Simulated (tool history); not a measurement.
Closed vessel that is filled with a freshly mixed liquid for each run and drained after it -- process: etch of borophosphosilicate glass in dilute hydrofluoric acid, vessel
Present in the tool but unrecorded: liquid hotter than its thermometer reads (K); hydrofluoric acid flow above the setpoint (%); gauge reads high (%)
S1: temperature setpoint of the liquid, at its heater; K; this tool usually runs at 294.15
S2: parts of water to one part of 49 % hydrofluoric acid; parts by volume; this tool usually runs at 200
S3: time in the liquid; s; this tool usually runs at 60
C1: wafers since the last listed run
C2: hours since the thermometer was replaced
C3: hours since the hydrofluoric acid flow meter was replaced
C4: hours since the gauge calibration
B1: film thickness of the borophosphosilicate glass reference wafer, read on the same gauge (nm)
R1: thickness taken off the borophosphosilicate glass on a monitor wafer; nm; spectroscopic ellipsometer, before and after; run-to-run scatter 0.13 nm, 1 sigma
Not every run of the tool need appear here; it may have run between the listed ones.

| run | hour | S1 | S2 | S3 | C1 | C2 | C3 | C4 | B1 | R1 |
|---|---|---|---|---|---|---|---|---|---|---|
| 1 | 0.0 | 294.15 | 200 | 60 | 0 | 2368.1 | 892.2 | 785.2 | 99.02 | 13.81 |
| 2 | 21.2 | 295.65 | 200 | 60 | 2051 | 2389.3 | 913.4 | 806.4 | 98.90 | 14.65 |
| 3 | 55.0 | 295.65 | 200 | 60 | 3271 | 2423.1 | 947.2 | 840.2 | 98.80 | 14.88 |
| 4 | 133.4 | 295.65 | 200 | 60 | 7588 | 2501.5 | 1025.6 | 918.6 | 98.40 | 14.52 |
| 5 | 152.2 | 297.15 | 200 | 60 | 1819 | 2520.3 | 1044.4 | 937.4 | 98.32 | 15.45 |
| 6 | 184.8 | 294.15 | 225 | 60 | 3155 | 2552.9 | 1077.0 | 970.0 | 98.18 | 12.00 |
| 7 | 220.2 | 296.65 | 200 | 60 | 3426 | 2588.3 | 1112.4 | 1005.4 | 98.03 | 14.99 |
| 8 | 243.6 | 296.65 | 200 | 60 | 2264 | 2611.7 | 1135.8 | 1028.8 | 97.89 | 15.24 |
| 9 | 276.9 | 294.15 | 200 | 60 | 3223 | 2645.0 | 1169.1 | 1062.1 | 97.68 | 13.71 |
|  | 337.9 | thermometer replaced |
| 10 | 349.0 | 294.15 | 200 | 60 | 6881 | 11.1 | 1241.2 | 1134.2 | 97.31 | 13.67 |
| 11 | 375.0 | 294.15 | 265 | 75 | 2516 | 37.1 | 1267.2 | 1160.2 | 97.16 | 12.01 |
| 12 | 399.4 | 291.15 | 270 | 85 | 2361 | 61.5 | 1291.6 | 1184.6 | 96.99 | 11.88 |
| 13 | 414.5 | 298.65 | 120 | 75 | 1461 | 76.6 | 1306.7 | 1199.7 | 96.92 | 36.22 |
| 14 | 429.8 | 294.15 | 265 | 35 | 1480 | 91.9 | 1322.0 | 1215.0 | 96.81 | 5.52 |
| 15 | 450.8 | 296.65 | 295 | 30 | 2032 | 112.9 | 1343.0 | 1236.0 | 96.69 | 4.62 |
|  | 480.2 | hydrofluoric acid flow meter replaced |
| 16 | 482.3 | 297.65 | 295 | 40 | 2952 | 144.4 | 2.1 | 1267.5 | 96.48 | 6.40 |
| 17 | 510.1 | 292.65 | 235 | 90 | 2690 | 172.2 | 29.9 | 1295.3 | 96.30 | 15.59 |
| 18 | 524.2 | 294.15 | 165 | 70 | 1364 | 186.3 | 44.0 | 1309.4 | 96.23 | 19.65 |
| 19 | 541.9 | 294.15 | 200 | 60 | 1713 | 204.0 | 61.7 | 1327.1 | 96.09 | 13.29 |
|  | 561.2 | gauge calibrated |
| 20 | 569.9 | 291.15 | 165 | 75 | 2710 | 232.0 | 89.7 | 8.7 | 99.18 | 19.11 |
| 21 | 595.4 | 294.15 | 200 | 60 | 2468 | 257.5 | 115.2 | 34.2 | 99.17 | 13.70 |
| 22 | 691.4 | 294.15 | 265 | 90 | 9291 | 353.5 | 211.2 | 130.2 | 99.12 | 14.55 |
| 23 | 725.2 | 298.65 | 200 | 60 | 3271 | 387.3 | 245.0 | 164.0 | 99.11 | 16.16 |
| 24 | 750.0 | 294.15 | 200 | 40 | 2400 | 412.1 | 269.8 | 188.8 | 99.10 | 9.14 |
| 25 | 769.2 | 292.65 | 110 | 40 | 1858 | 431.3 | 289.0 | 208.0 | 99.06 | 17.62 |
| 26 | 802.0 | 294.15 | 235 | 60 | 3174 | 464.1 | 321.8 | 240.8 | 99.03 | 11.22 |
| 27 | 818.6 | 294.15 | 200 | 30 | 1606 | 480.7 | 338.4 | 257.4 | 99.02 | 6.95 |
| 28 | 845.5 | 290.65 | 200 | 60 | 2603 | 507.6 | 365.3 | 284.3 | 98.98 | 12.17 |
| 29 | 865.0 | 297.65 | 105 | 75 | 1887 | 527.1 | 384.8 | 303.8 | 98.95 | 41.89 |
| 30 | 893.9 | 297.65 | 265 | 85 | 2797 | 556.0 | 413.7 | 332.7 | 98.91 | 15.56 |
| 31 | 912.4 | 294.15 | 200 | 60 | 1790 | 574.5 | 432.2 | 351.2 | 98.88 | 13.82 |

5 options for the next run, each taken on its own from the tool as it stands now. Forecast them:
| A | 913.1 | 294.15 | 130 | 60 | 67 | 575.2 | 432.9 | 351.9 | ? | ? |
| B | 913.1 | 294.15 | 200 | 90 | 67 | 575.2 | 432.9 | 351.9 | ? | ? |
| C | 913.1 | 290.15 | 145 | 35 | 67 | 575.2 | 432.9 | 351.9 | ? | ? |
| D | 913.1 | 298.15 | 105 | 30 | 67 | 575.2 | 432.9 | 351.9 | ? | ? |
| E | 913.1 | 290.15 | 245 | 45 | 67 | 575.2 | 432.9 | 351.9 | ? | ? |

| run | B1 | R1 |
|---|---|---|
| A | 98.88 | 23.27 |
| B | 98.88 | 21.09 |
| C | 98.88 | 10.19 |
| D | 98.88 | 17.37 |
| E | 98.88 | 7.07 |
What these runs would have given with no unlogged condition in the tool:
| run | R1 |
|---|---|
| A | 23.54 |
| B | 21.33 |
| C | 10.31 |
| D | 17.57 |
| E | 7.15 |
